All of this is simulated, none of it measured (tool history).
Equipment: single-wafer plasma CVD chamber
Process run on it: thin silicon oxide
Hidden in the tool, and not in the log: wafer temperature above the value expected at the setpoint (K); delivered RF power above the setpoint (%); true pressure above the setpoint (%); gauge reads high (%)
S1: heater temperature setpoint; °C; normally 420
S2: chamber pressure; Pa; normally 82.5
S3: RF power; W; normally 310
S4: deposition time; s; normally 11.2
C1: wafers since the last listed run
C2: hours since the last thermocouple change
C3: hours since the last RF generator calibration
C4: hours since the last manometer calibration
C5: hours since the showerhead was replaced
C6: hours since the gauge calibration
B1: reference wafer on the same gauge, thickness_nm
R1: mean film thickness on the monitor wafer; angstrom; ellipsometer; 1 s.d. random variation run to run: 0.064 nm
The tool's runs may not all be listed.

| run | hour | S1 | S2 | S3 | S4 | C1 | C2 | C3 | C4 | C5 | C6 | B1 | R1 |
|---|---|---|---|---|---|---|---|---|---|---|---|---|---|
| 1 | 0 | 420 | 82.5 | 310 | 11.2 | 0 | 1240.8 | 885.9 | 2488.3 | 4484 | 308.3 | 16.394 | 147.26 |
| 2 | 31.6 | 420 | 82.5 | 310 | 11.2 | 1578 | 1272.4 | 917.5 | 2519.9 | 4515.6 | 339.9 | 16.383 | 146.93 |
| 3 | 81.8 | 420 | 82.5 | 270 | 11.2 | 2507 | 1322.6 | 967.7 | 2570.1 | 4565.8 | 390.1 | 16.393 | 138.69 |
| 4 | 116.5 | 426 | 82.5 | 310 | 11.2 | 1733 | 1357.3 | 1002.4 | 2604.8 | 4600.5 | 424.8 | 16.418 | 145.85 |
| 5 | 157.9 | 426 | 82.5 | 310 | 11.2 | 2067 | 1398.7 | 1043.8 | 2646.2 | 4641.9 | 466.2 | 16.42 | 146.39 |
| 6 | 212.8 | 426 | 82.5 | 310 | 11.2 | 2741 | 1453.6 | 1098.7 | 2701.1 | 4696.8 | 521.1 | 16.383 | 146 |
|  | 233 | thermocouple changed; heater temperature recalibrated |
|  | 253 | gauge calibrated |
| 7 | 264.7 | 420 | 82.5 | 310 | 10 | 2192 | 31.7 | 1150.6 | 2753 | 4748.7 | 11.7 | 16.389 | 130.31 |
| 8 | 319.3 | 416 | 82.5 | 365 | 10.3 | 2726 | 86.3 | 1205.2 | 2807.6 | 4803.3 | 66.3 | 16.423 | 144.97 |
| 9 | 363.2 | 420 | 82.5 | 310 | 11.2 | 2192 | 130.2 | 1249.1 | 2851.5 | 4847.2 | 110.2 | 16.365 | 146.18 |
|  | 386.2 | capacitance manometer re-zeroed and calibrated |
|  | 396.3 | showerhead replaced |
| 10 | 405.8 | 420 | 82.5 | 310 | 11.2 | 1328 | 172.8 | 1291.7 | 19.6 | 9.5 | 152.8 | 16.419 | 145.15 |
|  | 433.4 | RF generator calibrated |
| 11 | 451.3 | 428 | 102.5 | 275 | 12.1 | 1872 | 218.3 | 17.9 | 65.1 | 55 | 198.3 | 16.382 | 185.73 |
| 12 | 597 | 420 | 92.9 | 275 | 12.3 | 7276 | 364 | 163.6 | 210.8 | 200.7 | 344 | 16.413 | 174.13 |
| 13 | 650.2 | 420 | 72.9 | 310 | 11.2 | 2657 | 417.2 | 216.8 | 264 | 253.9 | 397.2 | 16.411 | 135.23 |
| 14 | 701.5 | 413 | 82.5 | 310 | 9.5 | 2562 | 468.5 | 268.1 | 315.3 | 305.2 | 448.5 | 16.367 | 128.38 |
|  | 717.1 | gauge calibrated |
| 15 | 762.5 | 420 | 82.5 | 310 | 11.2 | 3046 | 529.5 | 329.1 | 376.3 | 366.2 | 45.4 | 16.399 | 149.53 |

Consider 5 possible next runs. They are alternatives, not a sequence: every one starts from the tool as it was left by run 15. What does each give?
| A | 762.9 | 420 | 82.5 | 310 | 11.2 | 19 | 529.9 | 329.5 | 376.7 | 366.6 | 45.8 | ? | ? |
| B | 762.9 | 420 | 90.7 | 310 | 9.5 | 19 | 529.9 | 329.5 | 376.7 | 366.6 | 45.8 | ? | ? |
| C | 762.9 | 425 | 72.7 | 310 | 11.2 | 19 | 529.9 | 329.5 | 376.7 | 366.6 | 45.8 | ? | ? |
| D | 762.9 | 420 | 71.6 | 310 | 11.2 | 19 | 529.9 | 329.5 | 376.7 | 366.6 | 45.8 | ? | ? |
| E | 762.9 | 424 | 95.2 | 310 | 13.3 | 19 | 529.9 | 329.5 | 376.7 | 366.6 | 45.8 | ? | ? |

| run | B1 | R1 |
|---|---|---|
| A | 16.395 | 148.45 |
| B | 16.395 | 136.82 |
| C | 16.395 | 132.41 |
| D | 16.395 | 131.18 |
| E | 16.395 | 199.08 |
With the hidden condition removed and each run's random variation left untouched, the same runs would have given:
| run | R1 |
|---|---|
| A | 149.93 |
| B | 138.18 |
| C | 133.72 |
| D | 132.48 |
| E | 201.06 |
